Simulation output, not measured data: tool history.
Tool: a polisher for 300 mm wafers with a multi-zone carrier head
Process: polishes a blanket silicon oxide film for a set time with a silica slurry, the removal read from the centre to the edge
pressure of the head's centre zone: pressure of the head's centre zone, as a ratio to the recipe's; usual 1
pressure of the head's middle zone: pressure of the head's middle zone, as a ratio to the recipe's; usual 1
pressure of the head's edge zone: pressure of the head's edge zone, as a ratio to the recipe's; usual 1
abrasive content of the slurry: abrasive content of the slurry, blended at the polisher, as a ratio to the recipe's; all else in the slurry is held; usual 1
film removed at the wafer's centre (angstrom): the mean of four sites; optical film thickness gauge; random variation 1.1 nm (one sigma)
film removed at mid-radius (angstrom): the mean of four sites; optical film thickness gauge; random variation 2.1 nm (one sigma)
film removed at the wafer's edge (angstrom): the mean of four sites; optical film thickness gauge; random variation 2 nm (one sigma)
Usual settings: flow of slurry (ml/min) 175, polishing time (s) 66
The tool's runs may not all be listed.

run	hour	flow of slurry (ml/min)	pressure of the head's centre zone	pressure of the head's middle zone	pressure of the head's edge zone	abrasive content of the slurry	polishing time (s)	incoming thickness of the incoming film, nm	film removed at the wafer's centre (angstrom)	film removed at mid-radius (angstrom)	film removed at the wafer's edge (angstrom)
1	0	175	1	1	1	1	78	1380.1	1781	1749	1803
2	28.8	175	1.04	0.89	1	1	66	1380.3	1560	1335	1509
3	84.9	175	1	1	1	1	66	1372.8	1506	1496	1531
4	120	175	1	1	1	1.1	66	1367.9	1555	1472	1578
5	152.5	160	1	1.08	1	1	66	1358.5	1490	1570	1467
6	182	160	1	1.08	1	1	66	1382.8	1453	1526	1492
7	251.5	175	1	1	1	1	66	1379	1525	1453	1539
8	277.8	175	1	1	1	1	66	1360.9	1506	1480	1502
9	329.9	215	0.9	1	1	1.1	66	1383.7	1465	1569	1593
10	393.8	175	1	1	1	0.85	80	1371.8	1761	1716	1746
11	456.8	175	1	1	1	1	85	1382.1	1930	1861	1930
12	515.8	175	1	1	1	1	66	1382.9	1491	1464	1546
13	541.8	175	1.08	1	1	1.15	66	1374.2	1672	1511	1582
14	597.5	175	1.12	1.11	1.08	0.8	66	1382	1584	1481	1517
15	644.7	175	1	1.12	1	1.25	66	1372.1	1606	1683	1626
16	687.1	175	1	0.92	1	1	66	1376.9	1500	1368	1537
17	739.5	120	1	1	1	1	66	1383.1	1360	1359	1410
18	768.8	175	1	1	1.1	1	66	1380.3	1503	1464	1576
19	819.4	135	1	1	1	1.2	48	1364.4	1069	1063	1126
20	866.2	175	1	1	1	1	66	1368.4	1508	1405	1547
21	922.2	175	1	1	1	1	66	1370.9	1521	1495	1514
22	985.6	175	1	1	1	0.75	66	1374.3	1385	1367	1429

Not shown: 6 entries that the log had between the listed runs. Between which runs, and how does the tool's hidden state differ before and after?
Between runs 3 and 4: centre zone pressure recalibrated (hour 98.1)
  no hidden state differs between the two runs
Between runs 7 and 8: edge zone pressure recalibrated (hour 262.7)
  no hidden state differs between the two runs
Between runs 8 and 9: slurry nozzle cleaned (hour 308.6)
  no hidden state differs between the two runs
Between runs 10 and 11: worn pad replaced by a new one (hour 449)
  no hidden state differs between the two runs
Between runs 14 and 15: carrier head's membrane replaced by a new one (hour 609)
  no hidden state differs between the two runs
Between runs 19 and 20: worn pad replaced by a new one (hour 855.7)
  no hidden state differs between the two runs

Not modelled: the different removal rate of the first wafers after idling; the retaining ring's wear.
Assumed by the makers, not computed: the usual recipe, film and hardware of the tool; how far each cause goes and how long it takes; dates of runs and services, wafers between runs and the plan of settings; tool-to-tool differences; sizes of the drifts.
